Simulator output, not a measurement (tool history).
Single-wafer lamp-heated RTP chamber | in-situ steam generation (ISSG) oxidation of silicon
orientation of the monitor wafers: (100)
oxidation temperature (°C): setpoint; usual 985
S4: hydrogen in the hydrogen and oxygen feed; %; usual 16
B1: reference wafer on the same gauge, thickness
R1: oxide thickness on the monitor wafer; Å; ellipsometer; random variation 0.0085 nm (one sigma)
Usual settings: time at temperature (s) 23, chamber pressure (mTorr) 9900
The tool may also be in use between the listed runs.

run 1 hour=0 | oxidation_temperature_(°C)=985 time_at_temperature_(s)=18 chamber_pressure_(mTorr)=9900 S4=16 | B1=4.38 | R1=46.1
run 2 hour=53.4 | oxidation_temperature_(°C)=985 time_at_temperature_(s)=18 chamber_pressure_(mTorr)=9900 S4=16 | B1=4.381 | R1=46.23
run 3 hour=150.5 | oxidation_temperature_(°C)=985 time_at_temperature_(s)=18 chamber_pressure_(mTorr)=9900 S4=16 | B1=4.38 | R1=46.04
run 4 hour=217.9 | oxidation_temperature_(°C)=985 time_at_temperature_(s)=28 chamber_pressure_(mTorr)=9900 S4=19 | B1=4.381 | R1=58.66
run 5 hour=257.8 | oxidation_temperature_(°C)=985 time_at_temperature_(s)=28 chamber_pressure_(mTorr)=9900 S4=19 | B1=4.382 | R1=58.5
run 6 hour=312.8 | oxidation_temperature_(°C)=985 time_at_temperature_(s)=23 chamber_pressure_(mTorr)=9900 S4=11 | B1=4.38 | R1=47.82
run 7 hour=375.3 | oxidation_temperature_(°C)=985 time_at_temperature_(s)=23 chamber_pressure_(mTorr)=9900 S4=11 | B1=4.379 | R1=47.94
run 8 hour=453.1 | oxidation_temperature_(°C)=985 time_at_temperature_(s)=23 chamber_pressure_(mTorr)=9900 S4=16 | B1=4.38 | R1=51.53
run 9 hour=509.7 | oxidation_temperature_(°C)=985 time_at_temperature_(s)=23 chamber_pressure_(mTorr)=9900 S4=16 | B1=4.38 | R1=51.5
-- hour=526.1 pressure gauge zeroed
-- hour=553 pyrometer window cleaned and pyrometer calibrated
run 10 hour=584.9 | oxidation_temperature_(°C)=965 time_at_temperature_(s)=29 chamber_pressure_(mTorr)=10200 S4=12 | B1=4.379 | R1=50.7
-- hour=646.4 hydrogen flow controller replaced
run 11 hour=658.4 | oxidation_temperature_(°C)=978 time_at_temperature_(s)=23 chamber_pressure_(mTorr)=10200 S4=16 | B1=4.38 | R1=49.9
run 12 hour=739.1 | oxidation_temperature_(°C)=985 time_at_temperature_(s)=23 chamber_pressure_(mTorr)=10200 S4=11 | B1=4.38 | R1=47.66
run 13 hour=782.9 | oxidation_temperature_(°C)=969 time_at_temperature_(s)=15 chamber_pressure_(mTorr)=8800 S4=16 | B1=4.379 | R1=41
run 14 hour=831.9 | oxidation_temperature_(°C)=985 time_at_temperature_(s)=23 chamber_pressure_(mTorr)=9900 S4=16 | B1=4.381 | R1=51.53
run 15 hour=894.6 | oxidation_temperature_(°C)=985 time_at_temperature_(s)=23 chamber_pressure_(mTorr)=8900 S4=16 | B1=4.38 | R1=52.17
run 16 hour=956.2 | oxidation_temperature_(°C)=985 time_at_temperature_(s)=23 chamber_pressure_(mTorr)=9900 S4=16 | B1=4.379 | R1=51.66
run 17 hour=1010.1 | oxidation_temperature_(°C)=985 time_at_temperature_(s)=30 chamber_pressure_(mTorr)=9000 S4=16 | B1=4.379 | R1=59.17
-- hour=1051 gauge calibrated
run 18 hour=1089.7 | oxidation_temperature_(°C)=985 time_at_temperature_(s)=23 chamber_pressure_(mTorr)=9900 S4=16 | B1=4.379 | R1=51.52
run 19 hour=1131.4 | oxidation_temperature_(°C)=985 time_at_temperature_(s)=23 chamber_pressure_(mTorr)=9900 S4=11 | B1=4.381 | R1=47.83
-- hour=1186.2 pyrometer window cleaned and pyrometer calibrated
run 20 hour=1227.1 | oxidation_temperature_(°C)=985 time_at_temperature_(s)=23 chamber_pressure_(mTorr)=9900 S4=16 | B1=4.379 | R1=51.6
run 21 hour=1326.1 | oxidation_temperature_(°C)=985 time_at_temperature_(s)=23 chamber_pressure_(mTorr)=9900 S4=16 | B1=4.379 | R1=51.61
run 22 hour=1423.3 | oxidation_temperature_(°C)=985 time_at_temperature_(s)=23 chamber_pressure_(mTorr)=9900 S4=16 | B1=4.382 | R1=51.58
run 23 hour=1487.4 | oxidation_temperature_(°C)=985 time_at_temperature_(s)=19 chamber_pressure_(mTorr)=9900 S4=16 | B1=4.379 | R1=47.16
run 24 hour=1556.7 | oxidation_temperature_(°C)=985 time_at_temperature_(s)=23 chamber_pressure_(mTorr)=10200 S4=21 | B1=4.38 | R1=54.14
run 25 hour=1650.5 | oxidation_temperature_(°C)=996 time_at_temperature_(s)=30 chamber_pressure_(mTorr)=8700 S4=16 | B1=4.382 | R1=62.32
run 26 hour=1731.1 | oxidation_temperature_(°C)=985 time_at_temperature_(s)=23 chamber_pressure_(mTorr)=9100 S4=16 | B1=4.38 | R1=52.2
run 27 hour=1820.1 | oxidation_temperature_(°C)=968 time_at_temperature_(s)=23 chamber_pressure_(mTorr)=9900 S4=16 | B1=4.381 | R1=48.46
run 28 hour=1909.5 | oxidation_temperature_(°C)=985 time_at_temperature_(s)=17 chamber_pressure_(mTorr)=9900 S4=16 | B1=4.38 | R1=44.87
-- hour=1922.3 pyrometer window cleaned and pyrometer calibrated
run 29 hour=2001.2 | oxidation_temperature_(°C)=985 time_at_temperature_(s)=15 chamber_pressure_(mTorr)=10200 S4=11 | B1=4.38 | R1=39.2
run 30 hour=2053.5 | oxidation_temperature_(°C)=999 time_at_temperature_(s)=23 chamber_pressure_(mTorr)=9900 S4=25 | B1=4.381 | R1=59.77
run 31 hour=2125.1 | oxidation_temperature_(°C)=985 time_at_temperature_(s)=23 chamber_pressure_(mTorr)=9900 S4=16 | B1=4.38 | R1=51.63
run 32 hour=2225.7 | oxidation_temperature_(°C)=993 time_at_temperature_(s)=27 chamber_pressure_(mTorr)=9900 S4=16 | B1=4.379 | R1=57.46

The tool's hidden state at each run:
true wafer temperature minus pyrometer reading, K: 0 in every run
gauge reads high (%): 0 in every run
H1: true pressure minus gauge reading, Torr
H2: deviation of the hydrogen flow from its setpoint, %
run=1 H1=0.391 H2=5.12
run=2 H1=0.395 H2=5.14
run=3 H1=0.401 H2=5.16
run=4 H1=0.405 H2=5.17
run=5 H1=0.408 H2=5.18
run=6 H1=0.411 H2=5.19
run=7 H1=0.414 H2=5.2
run=8 H1=0.417 H2=5.22
run=9 H1=0.42 H2=5.23
run=10 H1=-0.0564 H2=5.24
run=11 H1=-0.0212 H2=0.0693
run=12 H1=0.0138 H2=0.415
run=13 H1=0.0313 H2=0.594
run=14 H1=0.0498 H2=0.788
run=15 H1=0.0718 H2=1.03
run=16 H1=0.0918 H2=1.25
run=17 H1=0.108 H2=1.44
run=18 H1=0.13 H2=1.71
run=19 H1=0.141 H2=1.84
run=20 H1=0.163 H2=2.13
run=21 H1=0.183 H2=2.41
run=22 H1=0.201 H2=2.67
run=23 H1=0.212 H2=2.83
run=24 H1=0.222 H2=3
run=25 H1=0.235 H2=3.21
run=26 H1=0.245 H2=3.38
run=27 H1=0.254 H2=3.56
run=28 H1=0.263 H2=3.73
run=29 H1=0.271 H2=3.89
run=30 H1=0.275 H2=3.98
run=31 H1=0.28 H2=4.1
run=32 H1=0.287 H2=4.25
